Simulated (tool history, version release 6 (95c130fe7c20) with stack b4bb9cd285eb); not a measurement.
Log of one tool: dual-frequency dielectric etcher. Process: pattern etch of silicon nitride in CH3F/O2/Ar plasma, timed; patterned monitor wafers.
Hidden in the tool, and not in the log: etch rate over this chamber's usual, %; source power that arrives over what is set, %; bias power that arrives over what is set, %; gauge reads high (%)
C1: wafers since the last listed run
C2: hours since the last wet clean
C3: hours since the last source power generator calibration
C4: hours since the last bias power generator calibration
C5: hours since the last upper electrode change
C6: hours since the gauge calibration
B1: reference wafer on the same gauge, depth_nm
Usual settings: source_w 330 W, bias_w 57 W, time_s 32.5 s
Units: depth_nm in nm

run 1 hour=0.0 | source_w=330 bias_w=57 time_s=32.5 | C1=0 C2=171.1 C3=3142.9 C4=1679.8 C5=3977.4 C6=126.5 | B1=17.54 | depth_nm=18.81
run 2 hour=35.8 | source_w=330 bias_w=57 time_s=32.5 | C1=701 C2=206.9 C3=3178.7 C4=1715.6 C5=4013.2 C6=162.3 | B1=17.50 | depth_nm=19.13
-- hour=54.8 gauge calibrated
run 3 hour=59.6 | source_w=330 bias_w=57 time_s=32.5 | C1=466 C2=230.7 C3=3202.5 C4=1739.4 C5=4037.0 C6=4.8 | B1=17.52 | depth_nm=19.25
run 4 hour=72.6 | source_w=330 bias_w=57 time_s=40.0 | C1=254 C2=243.7 C3=3215.5 C4=1752.4 C5=4050.0 C6=17.8 | B1=17.49 | depth_nm=23.66
run 5 hour=107.8 | source_w=330 bias_w=57 time_s=40.0 | C1=690 C2=278.9 C3=3250.7 C4=1787.6 C5=4085.2 C6=53.0 | B1=17.52 | depth_nm=23.83
run 6 hour=136.9 | source_w=330 bias_w=57 time_s=32.5 | C1=570 C2=308.0 C3=3279.8 C4=1816.7 C5=4114.3 C6=82.1 | B1=17.50 | depth_nm=19.22
-- hour=172.8 upper electrode replaced
run 7 hour=173.3 | source_w=330 bias_w=63 time_s=36.0 | C1=243 C2=344.4 C3=3316.2 C4=1853.1 C5=0.5 C6=118.5 | B1=17.51 | depth_nm=22.58
-- hour=206.8 bias power generator calibrated
run 8 hour=214.3 | source_w=330 bias_w=57 time_s=32.5 | C1=725 C2=385.4 C3=3357.2 C4=7.5 C5=41.5 C6=159.5 | B1=17.50 | depth_nm=19.41
run 9 hour=228.2 | source_w=290 bias_w=71 time_s=26.0 | C1=272 C2=399.3 C3=3371.1 C4=21.4 C5=55.4 C6=173.4 | B1=17.52 | depth_nm=16.41
-- hour=247.9 source power generator calibrated
run 10 hour=256.4 | source_w=330 bias_w=45 time_s=32.5 | C1=474 C2=427.5 C3=8.5 C4=49.6 C5=83.6 C6=201.6 | B1=17.51 | depth_nm=17.95
-- hour=257.7 gauge calibrated
-- hour=281.1 wet clean of the chamber
run 11 hour=281.6 | source_w=380 bias_w=57 time_s=36.0 | C1=23 C2=0.5 C3=33.7 C4=74.8 C5=108.8 C6=23.9 | B1=17.50 | depth_nm=21.78
run 12 hour=300.0 | source_w=380 bias_w=69 time_s=40.5 | C1=360 C2=18.9 C3=52.1 C4=93.2 C5=127.2 C6=42.3 | B1=17.48 | depth_nm=26.41
run 13 hour=327.3 | source_w=330 bias_w=57 time_s=32.5 | C1=535 C2=46.2 C3=79.4 C4=120.5 C5=154.5 C6=69.6 | B1=17.49 | depth_nm=18.81
run 14 hour=361.3 | source_w=400 bias_w=44 time_s=24.0 | C1=666 C2=80.2 C3=113.4 C4=154.5 C5=188.5 C6=103.6 | B1=17.52 | depth_nm=13.56

Forecast each of these 5 alternatives for the next run:
run A hour=361.7 | source_w=330 bias_w=57 time_s=32.5 | C1=7 C2=80.6 C3=113.8 C4=154.9 C5=188.9 C6=104.0 | B1=? | depth_nm=?
run B hour=361.7 | source_w=370 bias_w=50 time_s=42.0 | C1=7 C2=80.6 C3=113.8 C4=154.9 C5=188.9 C6=104.0 | B1=? | depth_nm=?
run C hour=361.7 | source_w=370 bias_w=57 time_s=32.5 | C1=7 C2=80.6 C3=113.8 C4=154.9 C5=188.9 C6=104.0 | B1=? | depth_nm=?
run D hour=361.7 | source_w=260 bias_w=57 time_s=25.5 | C1=7 C2=80.6 C3=113.8 C4=154.9 C5=188.9 C6=104.0 | B1=? | depth_nm=?
run E hour=361.7 | source_w=350 bias_w=52 time_s=22.5 | C1=7 C2=80.6 C3=113.8 C4=154.9 C5=188.9 C6=104.0 | B1=? | depth_nm=?

run=A B1=17.54 depth_nm=18.83
run=B B1=17.54 depth_nm=24.15
run=C B1=17.54 depth_nm=19.72
run=D B1=17.54 depth_nm=13.42
run=E B1=17.54 depth_nm=12.85
Without the tool's hidden state the same runs would have given:
run=A depth_nm=18.77
run=B depth_nm=24.07
run=C depth_nm=19.65
run=D depth_nm=13.38
run=E depth_nm=12.81
